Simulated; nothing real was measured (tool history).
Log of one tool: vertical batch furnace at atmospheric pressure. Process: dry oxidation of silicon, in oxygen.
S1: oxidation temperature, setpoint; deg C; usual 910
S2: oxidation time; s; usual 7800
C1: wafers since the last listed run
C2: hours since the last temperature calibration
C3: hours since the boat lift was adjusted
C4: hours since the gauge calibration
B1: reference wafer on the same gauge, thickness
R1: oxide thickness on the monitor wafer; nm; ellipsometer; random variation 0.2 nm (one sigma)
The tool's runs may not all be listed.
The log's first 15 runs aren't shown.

run,hour,S1,S2,C1,C2,C3,C4,B1,R1
16,1489.3,910,9780,3084,3750.8,4019.5,2002.3,33.51,41.15
17,1575.3,910,7800,880,3836.8,4105.5,2088.3,33.65,36.16
18,1665.6,931,5370,924,3927.1,4195.8,2178.6,33.66,34.91
19,1743.8,910,11340,800,4005.3,4274,2256.8,33.61,45.46
20,1785.3,910,7800,424,4046.8,4315.5,2298.3,33.62,35.86
21,1884.5,910,7800,1015,4146,4414.7,2397.5,33.57,35.93
22,1990.2,901,5280,1081,4251.7,4520.4,2503.2,33.53,27.04
23,2057.7,887,5490,690,4319.2,4587.9,2570.7,33.54,24.57
# hour 2082.6: boat lift adjusted
# hour 2084.2: thermocouples replaced and temperature profile calibrated
24,2148.7,920,10260,669,64.5,66.1,2661.7,33.68,48.75
25,2192.4,929,5100,447,108.2,109.8,2705.4,33.54,34.15
# hour 2212: gauge calibrated
26,2277.4,910,9780,870,193.2,194.8,65.4,33.63,42.34
27,2320.2,918,4440,438,236,237.6,108.2,33.61,28.57
28,2364.9,910,4410,457,280.7,282.3,152.9,33.66,26.53
29,2435.8,896,5880,725,351.6,353.2,223.8,33.59,27.94
30,2500.3,893,10530,660,416.1,417.7,288.3,33.56,37.77
31,2599.4,932,11490,1014,515.2,516.8,387.4,33.63,59.33
32,2679.7,903,5790,821,595.5,597.1,467.7,33.61,29.59

Forecast run 33:
33,2753.9,887,10590,759,669.7,671.3,541.9,?,?

Run 33 gave B1 33.64, R1 35.88 nm.
Without the tool's hidden state the same run would have given R1 36.15 nm.
